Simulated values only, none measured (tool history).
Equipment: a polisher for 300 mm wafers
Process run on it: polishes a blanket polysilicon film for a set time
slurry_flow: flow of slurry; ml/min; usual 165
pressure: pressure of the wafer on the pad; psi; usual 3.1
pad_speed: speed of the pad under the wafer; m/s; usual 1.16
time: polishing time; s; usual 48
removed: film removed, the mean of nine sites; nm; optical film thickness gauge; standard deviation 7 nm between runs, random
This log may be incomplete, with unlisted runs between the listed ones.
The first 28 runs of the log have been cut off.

run,hour,slurry_flow,pressure,pad_speed,time,"incoming thickness of the incoming film, nm",removed
29,2288.7,165,3.1,1.16,48,1406,484.2
30,2337.4,180,3.1,1.16,48,1414.4,488
31,2422.4,165,4,1.16,48,1434.5,609.6
# hour 2479.7: slurry nozzle cleaned
32,2518.7,180,3.1,0.86,48,1406,390.5
33,2571.3,165,3.1,1.16,48,1459.7,473.2
34,2667.6,125,3.9,0.88,44,1428.1,419.5
35,2770.2,165,3.1,1.16,48,1424.7,470.2
36,2968.3,165,3.1,1.52,36,1439.1,417.8
# hour 3010.8: worn pad replaced by a new one
# hour 3059.2: head pressure recalibrated
37,3059.7,210,3.7,0.86,48,1453.6,509.5

Branching from run 37: 3 alternative next runs. What would each branch give?
A,3060.1,205,3.1,1.16,48,1425.9,?
B,3060.1,185,3.1,1.02,48,1425.9,?
C,3060.1,130,3.1,1.16,33,1425.9,?

run,removed
A,487.6
B,441
C,309.2
Without the tool's unlogged condition, the same runs would have read:
run,removed
A,488.5
B,441.9
C,309.8
